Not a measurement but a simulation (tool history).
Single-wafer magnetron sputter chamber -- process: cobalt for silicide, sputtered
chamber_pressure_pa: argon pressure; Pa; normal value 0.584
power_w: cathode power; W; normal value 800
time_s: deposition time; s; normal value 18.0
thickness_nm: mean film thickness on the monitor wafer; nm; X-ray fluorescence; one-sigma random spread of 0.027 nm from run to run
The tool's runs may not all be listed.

run     day  chamber_pressure_pa  power_w  time_s  wafers since the last listed run  wafers on the sputter target  hours since the last manometer calibration  hours since the magnet pack was replaced  hours since the gauge calibration  read-back reference wafer on the same gauge, thickness_nm  thickness_nm
  1   0.000                0.584      900    17.2                                 0                          5966                                      1881.0                                    7389.3                             1224.0                                                      5.344         6.959
      2.483  -- sputter target and shields replaced
  2   4.475                0.584      900    17.2                              2310                          1110                                      1988.4                                    7496.7                             1331.4                                                      5.342         6.929
  3   8.167                0.584      900    17.2                              2059                          3169                                      2077.0                                    7585.3                             1420.0                                                      5.331         6.922
     13.112  -- sputter target and shields replaced
  4  16.296                0.757      800    19.8                              4348                          1774                                      2272.1                                    7780.4                             1615.1                                                      5.338         6.787
  5  18.325                0.757      800    19.8                              1131                          2906                                      2320.8                                    7829.1                             1663.8                                                      5.334         6.856
  6  20.100                0.757      800    19.8                               990                          3896                                      2363.4                                    7871.7                             1706.4                                                      5.342         6.847
     23.796  -- capacitance manometer re-zeroed and calibrated
  7  24.588                0.584      800    18.0                              2317                          6213                                        19.0                                    7979.4                             1814.1                                                      5.345         6.534
     26.121  -- sputter target and shields replaced
  8  27.079                0.584      800    18.0                              1203                           534                                        78.8                                    8039.2                             1873.9                                                      5.341         6.598
  9  29.296                0.584      700    18.0                              1236                          1771                                       132.0                                    8092.4                             1927.1                                                      5.350         5.899
     31.762  -- gauge calibrated
 10  32.829                0.584      700    18.0                              1970                          3742                                       216.8                                    8177.2                               25.6                                                      5.346         5.858
 11  36.838                0.584      800    15.6                              2235                          5977                                       313.0                                    8273.4                              121.8                                                      5.339         5.729
     37.721  -- sputter target and shields replaced
     38.912  -- magnet pack replaced
 12  38.933                0.380      800    15.6                               797                           490                                       363.3                                       0.5                              172.1                                                      5.339         6.111
 13  40.683                0.703      900    15.7                               976                          1467                                       405.3                                      42.5                              214.1                                                      5.344         6.068
 14  43.542                0.584      900    18.0                              1594                          3061                                       473.9                                     111.1                              282.7                                                      5.341         7.250
 15  45.433                0.584      800    18.9                              1055                          4116                                       519.3                                     156.5                              328.1                                                      5.338         6.915
 16  48.567                0.584     1000    18.0                              1747                          5864                                       594.5                                     231.7                              403.3                                                      5.338         7.936
     50.612  -- sputter target and shields replaced
 17  51.179                0.584      800    16.0                              1271                           315                                       657.2                                     294.4                              466.0                                                      5.338         5.788
 18  54.583                0.584      750    20.0                              1898                          2214                                       738.9                                     376.1                              547.7                                                      5.337         6.927
 19  57.546                0.584      700    19.3                              1652                          3866                                       810.0                                     447.2                              618.8                                                      5.333         6.295
 20  59.096                0.584      800    18.0                               864                          4731                                       847.2                                     484.4                              656.0                                                      5.338         6.577
 21  61.300                0.584      800    18.0                              1229                          5960                                       900.1                                     537.3                              708.9                                                      5.339         6.544

Entry by entry between the runs, the difference in hidden state between the last listed run before and the first listed run after:
Run 1 -> run 2: sputter target and shields replaced (day 2.483)
  both runs share identical hidden conditions
Run 3 -> run 4: sputter target and shields replaced (day 13.112)
  both runs share identical hidden conditions
Run 6 -> run 7: capacitance manometer re-zeroed and calibrated (day 23.796)
  both runs share identical hidden conditions
Run 7 -> run 8: sputter target and shields replaced (day 26.121)
  both runs share identical hidden conditions
Run 9 -> run 10: gauge calibrated (day 31.762)
  both runs share identical hidden conditions
Run 11 -> run 12: sputter target and shields replaced (day 37.721); magnet pack replaced (day 38.912)
  both runs share identical hidden conditions
Run 16 -> run 17: sputter target and shields replaced (day 50.612)
  both runs share identical hidden conditions

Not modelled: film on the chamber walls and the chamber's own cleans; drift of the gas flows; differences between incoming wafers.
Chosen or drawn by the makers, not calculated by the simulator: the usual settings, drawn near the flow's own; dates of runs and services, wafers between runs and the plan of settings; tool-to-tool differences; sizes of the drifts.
